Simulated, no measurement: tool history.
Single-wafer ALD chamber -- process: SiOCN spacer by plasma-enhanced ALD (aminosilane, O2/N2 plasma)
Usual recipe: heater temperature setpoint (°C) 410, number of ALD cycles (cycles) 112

run	day	heater temperature setpoint (°C)	number of ALD cycles (cycles)	wafers since the last listed run	hours since the last thermocouple change	hours since the gauge calibration	read-back reference wafer on the same gauge, thickness_nm	mean film thickness on the monitor wafer (Å)
1	0	405	107	0	1280.9	157.9	6.367	70.65
2	1.175	405	107	46	1309.1	186.1	6.383	70.6
3	2.358	405	107	47	1337.5	214.5	6.352	70.73
4	2.908	405	112	21	1350.7	227.7	6.36	73.7
5	4.154	405	112	49	1380.6	257.6	6.348	74.04
6	5.538	405	112	55	1413.8	290.8	6.341	74.01
7	6.2	410	112	26	1429.7	306.7	6.344	72.74
8	7.396	410	112	47	1458.4	335.4	6.327	72.92
9	11.867	410	112	178	1565.7	442.7	6.305	72.32
10	13.038	410	112	46	1593.8	470.8	6.298	72.42
# day 13.533: thermocouple changed; heater temperature recalibrated
11	13.996	410	112	24	11.1	493.8	6.309	72.46
12	15.354	419	118	54	43.7	526.4	6.285	73.17
# day 16.192: gauge calibrated
13	16.454	424	101	43	70.1	6.3	6.4	63.35
14	18.85	397	112	95	127.6	63.8	6.384	75.34
15	20.217	396	94	54	160.4	96.6	6.387	63.02
16	20.792	422	112	22	174.2	110.4	6.381	70.86
17	21.9	410	112	44	200.8	137	6.361	72.78
18	23.158	398	123	50	231	167.2	6.373	82.27
19	24.283	397	132	44	258	194.2	6.344	87.6
20	24.871	410	112	23	272.1	208.3	6.339	72.47
21	25.654	410	112	31	290.9	227.1	6.347	73.09

Some steps in mean film thickness on the monitor wafer (Å) between neighbouring runs. How much of each would the tool show without its hidden state too (settings, what came in, random variation), and how much is left for the hidden state, with any gauge scatter that isn't in both results?
Unlogged tool condition in this case: wafer temperature above the value expected at the setpoint (K); gauge reads high (%).
Run 8 -> 9: nothing adjusted, nothing logged. mean film thickness on the monitor wafer (Å) -0.6: hidden state -0.3, all else -0.3.
Run 12 -> 13: heater temperature setpoint (°C) 419 -> 424, number of ALD cycles (cycles) 118 -> 101, gauge calibrated. mean film thickness on the monitor wafer (Å) -9.82: hidden state +1.37, all else -11.19.
Run 14 -> 15: heater temperature setpoint (°C) 397 -> 396, number of ALD cycles (cycles) 112 -> 94. mean film thickness on the monitor wafer (Å) -12.32: hidden state -0.03, all else -12.29.
Run 19 -> 20: heater temperature setpoint (°C) 397 -> 410, number of ALD cycles (cycles) 132 -> 112. mean film thickness on the monitor wafer (Å) -15.13: hidden state +0.1, all else -15.23.
